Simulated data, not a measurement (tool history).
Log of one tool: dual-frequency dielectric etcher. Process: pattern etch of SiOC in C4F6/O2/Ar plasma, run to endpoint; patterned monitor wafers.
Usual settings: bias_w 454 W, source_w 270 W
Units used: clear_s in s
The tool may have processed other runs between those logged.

| run | hour | bias_w | source_w | wafers since the last listed run | hours since the last wet clean | hours since the last bias power generator calibration | hours since the last source power generator calibration | hours since the last upper electrode change | incoming incoming film thickness, nm | clear_s |
|---|---|---|---|---|---|---|---|---|---|---|
| 1 | 0 | 454 | 310 | 0 | 206.8 | 1226.7 | 2835.1 | 3830 | 42.66 | 15.9 |
| 2 | 64.6 | 454 | 310 | 496 | 271.4 | 1291.3 | 2899.7 | 3894.6 | 42.42 | 15.8 |
| 3 | 115.3 | 426 | 230 | 389 | 322.1 | 1342 | 2950.4 | 3945.3 | 42.54 | 18.6 |
| 4 | 158.3 | 454 | 300 | 330 | 365.1 | 1385 | 2993.4 | 3988.3 | 42.2 | 16 |
| 5 | 226.9 | 454 | 320 | 527 | 433.7 | 1453.6 | 3062 | 4056.9 | 42.53 | 15.8 |
|  | 239.7 | source power generator calibrated |
| 6 | 268.5 | 454 | 320 | 289 | 475.3 | 1495.2 | 28.8 | 4098.5 | 42.55 | 15.9 |
|  | 290.3 | bias power generator calibrated |
| 7 | 337 | 454 | 320 | 495 | 543.8 | 46.7 | 97.3 | 4167 | 42.66 | 15.6 |
| 8 | 392.5 | 454 | 270 | 426 | 599.3 | 102.2 | 152.8 | 4222.5 | 42.2 | 16.5 |
|  | 427.4 | wet clean of the chamber |
|  | 449.9 | upper electrode replaced |
| 9 | 450.4 | 454 | 270 | 87 | 23 | 160.1 | 210.7 | 0.5 | 42.72 | 16.5 |
| 10 | 455.8 | 522 | 340 | 41 | 28.4 | 165.5 | 216.1 | 5.9 | 42.62 | 13.9 |
| 11 | 488.8 | 363 | 230 | 253 | 61.4 | 198.5 | 249.1 | 38.9 | 42.42 | 19.8 |
| 12 | 531.7 | 454 | 270 | 329 | 104.3 | 241.4 | 292 | 81.8 | 42.61 | 16.6 |
| 13 | 603.2 | 533 | 220 | 549 | 175.8 | 312.9 | 363.5 | 153.3 | 42.64 | 16.5 |
| 14 | 633.9 | 454 | 270 | 236 | 206.5 | 343.6 | 394.2 | 184 | 42.63 | 16.6 |
| 15 | 671.4 | 543 | 320 | 288 | 244 | 381.1 | 431.7 | 221.5 | 42.73 | 14.2 |
| 16 | 696.9 | 388 | 210 | 196 | 269.5 | 406.6 | 457.2 | 247 | 42.76 | 20 |

Alternative continuations, all from the tool just after run 16; predict every row:
| A | 697.3 | 454 | 270 | 3 | 269.9 | 407 | 457.6 | 247.4 | 42.43 | ? |
| B | 697.3 | 414 | 300 | 3 | 269.9 | 407 | 457.6 | 247.4 | 42.43 | ? |
| C | 697.3 | 425 | 220 | 3 | 269.9 | 407 | 457.6 | 247.4 | 42.43 | ? |

| run | clear_s |
|---|---|
| A | 16.5 |
| B | 16.7 |
| C | 18.5 |
Had the tool no hidden state, the same runs would have come out as:
| run | clear_s |
|---|---|
| A | 16.2 |
| B | 16.3 |
| C | 18.1 |

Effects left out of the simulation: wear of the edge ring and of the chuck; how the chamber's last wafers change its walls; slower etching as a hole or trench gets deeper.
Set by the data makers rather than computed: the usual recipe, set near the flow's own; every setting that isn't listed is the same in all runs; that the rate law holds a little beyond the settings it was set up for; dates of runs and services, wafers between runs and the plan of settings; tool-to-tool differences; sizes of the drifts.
